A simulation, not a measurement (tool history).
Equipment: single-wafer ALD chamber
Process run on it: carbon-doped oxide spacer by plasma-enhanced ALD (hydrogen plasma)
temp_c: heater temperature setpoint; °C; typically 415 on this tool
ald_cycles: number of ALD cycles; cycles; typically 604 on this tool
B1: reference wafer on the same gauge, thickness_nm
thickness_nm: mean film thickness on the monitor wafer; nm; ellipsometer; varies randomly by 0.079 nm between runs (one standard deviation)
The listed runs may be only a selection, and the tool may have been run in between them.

Run 1, hour 0: usual settings but temp_c 405 °C; B1 24.108. Result: thickness_nm 28.906 nm.
Run 2, hour 91.7: usual settings; B1 24.083. Result: thickness_nm 28.097 nm.
Run 3, hour 301.1: usual settings; B1 24.086. Result: thickness_nm 28.268 nm.
Run 4, hour 393.1: usual settings but ald_cycles 551 cycles; B1 24.104. Result: thickness_nm 25.727 nm.
Run 5, hour 456.7: usual settings; B1 24.094. Result: thickness_nm 28.102 nm.
Run 6, hour 545.6: usual settings; B1 24.117. Result: thickness_nm 28.222 nm.
Run 7, hour 639.8: usual settings; B1 24.105. Result: thickness_nm 28.207 nm.
At hour 853.1: thermocouple changed; heater temperature recalibrated.
Run 8, hour 920.4: usual settings; B1 24.061. Result: thickness_nm 27.9 nm.
At hour 969.3: gauge calibrated.
Run 9, hour 1009.4: usual settings; B1 24.082. Result: thickness_nm 28.015 nm.
Run 10, hour 1066.8: usual settings; B1 24.096. Result: thickness_nm 28.005 nm.
Run 11, hour 1167.2: usual settings but temp_c 427 °C, ald_cycles 562 cycles; B1 24.113. Result: thickness_nm 25.203 nm.
Run 12, hour 1274.7: usual settings but temp_c 422 °C; B1 24.093. Result: thickness_nm 27.559 nm.
Run 13, hour 1360.4: usual settings but ald_cycles 560 cycles; B1 24.1. Result: thickness_nm 25.889 nm.
Run 14, hour 1409.6: usual settings but ald_cycles 522 cycles; B1 24.107. Result: thickness_nm 24.189 nm.
Run 15, hour 1516.8: usual settings; B1 24.113. Result: thickness_nm 28.117 nm.
Run 16, hour 1623.4: usual settings but temp_c 429 °C, ald_cycles 694 cycles; B1 24.087. Result: thickness_nm 30.869 nm.
Run 17, hour 1696.2: usual settings but temp_c 401 °C; B1 24.107. Result: thickness_nm 28.998 nm.
Run 18, hour 1738.9: usual settings but temp_c 403 °C, ald_cycles 492 cycles; B1 24.101. Result: thickness_nm 23.583 nm.
Run 19, hour 1842.1: usual settings; B1 24.126. Result: thickness_nm 28.087 nm.
Run 20, hour 1942.5: usual settings but temp_c 419 °C, ald_cycles 699 cycles; B1 24.082. Result: thickness_nm 32.298 nm.
Run 21, hour 1985.9: usual settings; B1 24.102. Result: thickness_nm 28.226 nm.

Alternative continuations, all from the tool just after run 21; predict every row:
Run A, hour 1987.2: usual settings but ald_cycles 674 cycles; B1 ?. Result: thickness_nm ?.
Run B, hour 1987.2: usual settings but ald_cycles 559 cycles; B1 ?. Result: thickness_nm ?.
Run C, hour 1987.2: usual settings but temp_c 420 °C, ald_cycles 568 cycles; B1 ?. Result: thickness_nm ?.
Run D, hour 1987.2: usual settings but temp_c 421 °C, ald_cycles 711 cycles; B1 ?. Result: thickness_nm ?.
Run E, hour 1987.2: usual settings but temp_c 403 °C, ald_cycles 569 cycles; B1 ?. Result: thickness_nm ?.

run      B1  thickness_nm
  A  24.131          31.4
  B  24.131        26.043
  C  24.131        26.099
  D  24.131        32.579
  E  24.131        27.381
With the hidden condition removed and each run's random variation left untouched, the same runs would have given:
run  thickness_nm
  A         31.16
  B        25.843
  C        25.897
  D        32.325
  E        27.178
